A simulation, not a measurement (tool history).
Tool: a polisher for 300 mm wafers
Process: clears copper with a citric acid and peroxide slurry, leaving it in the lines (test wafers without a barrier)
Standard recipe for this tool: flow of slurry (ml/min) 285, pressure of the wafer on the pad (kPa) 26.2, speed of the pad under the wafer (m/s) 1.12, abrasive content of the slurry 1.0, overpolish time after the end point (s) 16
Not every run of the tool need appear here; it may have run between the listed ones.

run	hour	flow of slurry (ml/min)	pressure of the wafer on the pad (kPa)	speed of the pad under the wafer (m/s)	abrasive content of the slurry	overpolish time after the end point (s)	wafers since the last listed run	wafers polished on this pad	hours since the slurry nozzle was cleaned	hours since the head pressure was calibrated	hours since the slurry blender was calibrated	incoming thickness of the incoming film, nm	time until the end point was called (s)	dishing of a wide line in a test structure (nm)
1	0.0	285	26.2	1.12	1.1	16	0	10	710.0	554.5	384.7	390.0	109.7	37.2
2	50.1	285	26.2	1.12	1.1	16	246	256	760.1	604.6	434.8	389.5	111.5	37.8
# hour 63.0: slurry nozzle cleaned
# hour 122.7: slurry blender recalibrated
3	123.3	285	26.2	1.12	1.1	16	345	601	60.3	677.8	0.6	385.4	112.2	37.8
# hour 155.3: head pressure recalibrated
4	193.9	285	24.1	1.12	1.0	16	337	938	130.9	38.6	71.2	388.2	121.9	34.3
# hour 271.2: worn pad replaced by a new one
5	484.5	285	26.2	0.98	1.0	16	1408	1048	421.5	329.2	361.8	388.9	121.7	34.3
# hour 537.7: worn pad replaced by a new one
6	538.2	285	26.2	0.98	1.0	16	244	2	475.2	382.9	415.5	396.0	127.3	35.0
# hour 564.5: slurry blender recalibrated
7	612.8	285	26.2	1.12	1.0	12	356	359	549.8	457.5	48.3	390.5	112.4	28.0
8	651.5	285	26.2	1.12	1.0	12	190	549	588.5	496.2	87.0	390.9	112.8	28.2
# hour 744.3: slurry nozzle cleaned
9	745.1	285	26.2	1.12	1.0	12	455	1004	0.8	589.8	180.6	388.4	113.3	28.5
# hour 763.1: head pressure recalibrated
# hour 834.8: worn pad replaced by a new one
10	856.2	285	33.1	1.12	1.1	16	516	105	111.9	93.1	291.7	389.6	90.8	46.6
11	918.7	285	26.2	1.12	1.0	16	307	412	174.4	155.6	354.2	389.2	115.2	36.7
# hour 976.1: slurry blender recalibrated
12	987.0	285	26.2	1.12	1.3	16	325	738	242.7	223.9	10.9	395.7	109.6	39.4
13	1059.6	285	26.2	1.40	1.0	16	356	1095	315.3	296.5	83.5	392.8	96.7	43.2
# hour 1095.7: worn pad replaced by a new one
14	1130.4	285	26.2	1.46	1.0	16	328	170	386.1	367.3	154.3	391.0	91.9	44.5
15	1219.1	285	26.2	0.98	0.8	20	435	606	474.8	456.0	243.0	393.6	130.2	40.2
16	1283.8	330	20.7	1.26	1.1	16	317	924	539.5	520.7	307.7	384.1	124.4	33.9
# hour 1350.3: head pressure recalibrated
# hour 1375.0: worn pad replaced by a new one
17	1375.5	285	26.2	0.98	1.0	16	421	2	631.2	25.2	399.4	390.3	124.2	34.2

Expected results for the next run?
18	1473.5	285	26.2	1.42	1.0	16	481	483	729.2	123.2	497.4	392.6	?	?

{"run 18": {"time until the end point was called (s)": 95.0, "dishing of a wide line in a test structure (nm)": 44.1}}
Were there no unlogged condition in the tool, this run, its random variation unchanged, would have produced time until the end point was called (s) 95.0, dishing of a wide line in a test structure (nm) 44.1.
